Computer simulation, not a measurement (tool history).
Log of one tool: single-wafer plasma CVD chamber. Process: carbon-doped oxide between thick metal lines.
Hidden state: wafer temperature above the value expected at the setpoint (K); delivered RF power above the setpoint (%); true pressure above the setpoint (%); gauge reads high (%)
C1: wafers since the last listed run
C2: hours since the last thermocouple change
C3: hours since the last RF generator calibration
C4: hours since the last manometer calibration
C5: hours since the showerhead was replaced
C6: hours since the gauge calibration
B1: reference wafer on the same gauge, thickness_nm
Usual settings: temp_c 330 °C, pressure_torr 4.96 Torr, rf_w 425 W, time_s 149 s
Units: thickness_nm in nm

run 1 hour=0 | temp_c=330 pressure_torr=4.96 rf_w=425 time_s=149 | C1=0 C2=2324.6 C3=1414.8 C4=2134.4 C5=6709 C6=20 | B1=725.869 | thickness_nm=633.637
run 2 hour=18.7 | temp_c=330 pressure_torr=4.96 rf_w=425 time_s=149 | C1=202 C2=2343.3 C3=1433.5 C4=2153.1 C5=6727.7 C6=38.7 | B1=726.221 | thickness_nm=633.483
run 3 hour=35.3 | temp_c=330 pressure_torr=4.96 rf_w=425 time_s=149 | C1=179 C2=2359.9 C3=1450.1 C4=2169.7 C5=6744.3 C6=55.3 | B1=726.019 | thickness_nm=630.54
run 4 hour=71.2 | temp_c=330 pressure_torr=4.05 rf_w=425 time_s=149 | C1=387 C2=2395.8 C3=1486 C4=2205.6 C5=6780.2 C6=91.2 | B1=726.051 | thickness_nm=599.364
-- hour=103.3 RF generator calibrated
run 5 hour=104.7 | temp_c=330 pressure_torr=4.05 rf_w=425 time_s=149 | C1=275 C2=2429.3 C3=1.4 C4=2239.1 C5=6813.7 C6=124.7 | B1=726.123 | thickness_nm=635.297
run 6 hour=116.9 | temp_c=330 pressure_torr=4.05 rf_w=425 time_s=149 | C1=131 C2=2441.5 C3=13.6 C4=2251.3 C5=6825.9 C6=136.9 | B1=726.07 | thickness_nm=635.131
run 7 hour=144.6 | temp_c=330 pressure_torr=4.96 rf_w=425 time_s=149 | C1=299 C2=2469.2 C3=41.3 C4=2279 C5=6853.6 C6=164.6 | B1=725.889 | thickness_nm=667.903
run 8 hour=165 | temp_c=326 pressure_torr=5.44 rf_w=480 time_s=161 | C1=220 C2=2489.6 C3=61.7 C4=2299.4 C5=6874 C6=185 | B1=726.326 | thickness_nm=816.129
-- hour=190.9 gauge calibrated
run 9 hour=191.2 | temp_c=330 pressure_torr=4.96 rf_w=425 time_s=149 | C1=283 C2=2515.8 C3=87.9 C4=2325.6 C5=6900.2 C6=0.3 | B1=726.395 | thickness_nm=662.171
-- hour=208.8 showerhead replaced
-- hour=209.1 thermocouple changed; heater temperature recalibrated
run 10 hour=209.6 | temp_c=343 pressure_torr=6.02 rf_w=480 time_s=139 | C1=109 C2=0.5 C3=106.3 C4=2344 C5=0.8 C6=18.7 | B1=725.85 | thickness_nm=669.651
-- hour=227.3 capacitance manometer re-zeroed and calibrated
run 11 hour=231.5 | temp_c=325 pressure_torr=4.96 rf_w=425 time_s=149 | C1=150 C2=22.4 C3=128.2 C4=4.2 C5=22.7 C6=40.6 | B1=726.045 | thickness_nm=670.13

Run 12 comes next. What will it give?
run 12 hour=252.8 | temp_c=345 pressure_torr=5.63 rf_w=505 time_s=129 | C1=230 C2=43.7 C3=149.5 C4=25.5 C5=44 C6=61.9 | B1=? | thickness_nm=?

{"run 12": {"B1": 725.89, "thickness_nm": 630.611}}
Without the tool's hidden state the same run would have given thickness_nm 642.917 nm.

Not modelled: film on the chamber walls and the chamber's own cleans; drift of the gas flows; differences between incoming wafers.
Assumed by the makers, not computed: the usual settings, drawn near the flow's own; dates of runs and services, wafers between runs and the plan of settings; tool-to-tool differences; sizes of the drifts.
